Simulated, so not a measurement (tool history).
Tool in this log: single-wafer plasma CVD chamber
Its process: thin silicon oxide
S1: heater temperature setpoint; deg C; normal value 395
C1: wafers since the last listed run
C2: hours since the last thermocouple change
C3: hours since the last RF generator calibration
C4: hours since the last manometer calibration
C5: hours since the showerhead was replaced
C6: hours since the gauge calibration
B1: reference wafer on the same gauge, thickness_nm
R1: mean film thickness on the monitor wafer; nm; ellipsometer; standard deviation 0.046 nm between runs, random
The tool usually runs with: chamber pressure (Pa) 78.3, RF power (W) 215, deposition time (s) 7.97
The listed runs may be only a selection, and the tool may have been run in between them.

run 1 hour=0.0 | S1=404 chamber_pressure_(Pa)=78.3 RF_power_(W)=215 deposition_time_(s)=7.97 | C1=0 C2=586.9 C3=1062.1 C4=688.7 C5=6985.7 C6=86.8 | B1=9.735 | R1=8.563
run 2 hour=96.7 | S1=404 chamber_pressure_(Pa)=78.3 RF_power_(W)=215 deposition_time_(s)=7.97 | C1=2148 C2=683.6 C3=1158.8 C4=785.4 C5=7082.4 C6=183.5 | B1=9.721 | R1=8.662
run 3 hour=161.6 | S1=395 chamber_pressure_(Pa)=78.3 RF_power_(W)=215 deposition_time_(s)=8.83 | C1=1442 C2=748.5 C3=1223.7 C4=850.3 C5=7147.3 C6=248.4 | B1=9.729 | R1=9.567
run 4 hour=224.6 | S1=395 chamber_pressure_(Pa)=78.3 RF_power_(W)=215 deposition_time_(s)=8.83 | C1=1399 C2=811.5 C3=1286.7 C4=913.3 C5=7210.3 C6=311.4 | B1=9.717 | R1=9.710
run 5 hour=298.8 | S1=395 chamber_pressure_(Pa)=78.3 RF_power_(W)=215 deposition_time_(s)=8.83 | C1=1648 C2=885.7 C3=1360.9 C4=987.5 C5=7284.5 C6=385.6 | B1=9.741 | R1=9.697
run 6 hour=371.5 | S1=395 chamber_pressure_(Pa)=74.1 RF_power_(W)=215 deposition_time_(s)=9.16 | C1=1615 C2=958.4 C3=1433.6 C4=1060.2 C5=7357.2 C6=458.3 | B1=9.726 | R1=9.635
run 7 hour=427.2 | S1=395 chamber_pressure_(Pa)=74.1 RF_power_(W)=215 deposition_time_(s)=9.16 | C1=1237 C2=1014.1 C3=1489.3 C4=1115.9 C5=7412.9 C6=514.0 | B1=9.717 | R1=9.727
run 8 hour=479.4 | S1=395 chamber_pressure_(Pa)=85.7 RF_power_(W)=230 deposition_time_(s)=7.97 | C1=1159 C2=1066.3 C3=1541.5 C4=1168.1 C5=7465.1 C6=566.2 | B1=9.718 | R1=10.088
run 9 hour=586.3 | S1=395 chamber_pressure_(Pa)=85.7 RF_power_(W)=230 deposition_time_(s)=7.97 | C1=2375 C2=1173.2 C3=1648.4 C4=1275.0 C5=7572.0 C6=673.1 | B1=9.743 | R1=10.241
-- hour=613.9 capacitance manometer re-zeroed and calibrated
-- hour=624.4 showerhead replaced
run 10 hour=637.8 | S1=408 chamber_pressure_(Pa)=78.3 RF_power_(W)=180 deposition_time_(s)=7.97 | C1=788 C2=1224.7 C3=1699.9 C4=23.9 C5=13.4 C6=724.6 | B1=9.722 | R1=7.479
-- hour=664.3 RF generator calibrated
run 11 hour=675.3 | S1=395 chamber_pressure_(Pa)=78.3 RF_power_(W)=215 deposition_time_(s)=7.97 | C1=655 C2=1262.2 C3=11.0 C4=61.4 C5=50.9 C6=762.1 | B1=9.750 | R1=8.430
-- hour=687.7 gauge calibrated
-- hour=749.5 thermocouple changed; heater temperature recalibrated
run 12 hour=768.1 | S1=406 chamber_pressure_(Pa)=78.3 RF_power_(W)=215 deposition_time_(s)=7.97 | C1=1884 C2=18.6 C3=103.8 C4=154.2 C5=143.7 C6=80.4 | B1=9.725 | R1=8.494
run 13 hour=846.2 | S1=395 chamber_pressure_(Pa)=72.9 RF_power_(W)=215 deposition_time_(s)=6.41 | C1=1735 C2=96.7 C3=181.9 C4=232.3 C5=221.8 C6=158.5 | B1=9.736 | R1=6.284
run 14 hour=892.2 | S1=395 chamber_pressure_(Pa)=67.5 RF_power_(W)=215 deposition_time_(s)=7.97 | C1=1022 C2=142.7 C3=227.9 C4=278.3 C5=267.8 C6=204.5 | B1=9.740 | R1=7.372
run 15 hour=991.6 | S1=399 chamber_pressure_(Pa)=78.3 RF_power_(W)=185 deposition_time_(s)=7.97 | C1=2208 C2=242.1 C3=327.3 C4=377.7 C5=367.2 C6=303.9 | B1=9.720 | R1=7.730

Some steps in R1 between neighbouring runs. How much of each would the tool show without its hidden state too (settings, what came in, random variation), and how much is left for the hidden state, with any gauge scatter that isn't in both results?
Unlogged tool condition in this case: wafer temperature above the value expected at the setpoint (K); delivered RF power above the setpoint (%); true pressure above the setpoint (%); gauge reads high (%).
Run 9 -> 10: S1 395 -> 408, chamber pressure (Pa) 85.7 -> 78.3, RF power (W) 230 -> 180, capacitance manometer re-zeroed and calibrated, showerhead replaced. R1 -2.762 nm: hidden state -0.581, all else -2.181.

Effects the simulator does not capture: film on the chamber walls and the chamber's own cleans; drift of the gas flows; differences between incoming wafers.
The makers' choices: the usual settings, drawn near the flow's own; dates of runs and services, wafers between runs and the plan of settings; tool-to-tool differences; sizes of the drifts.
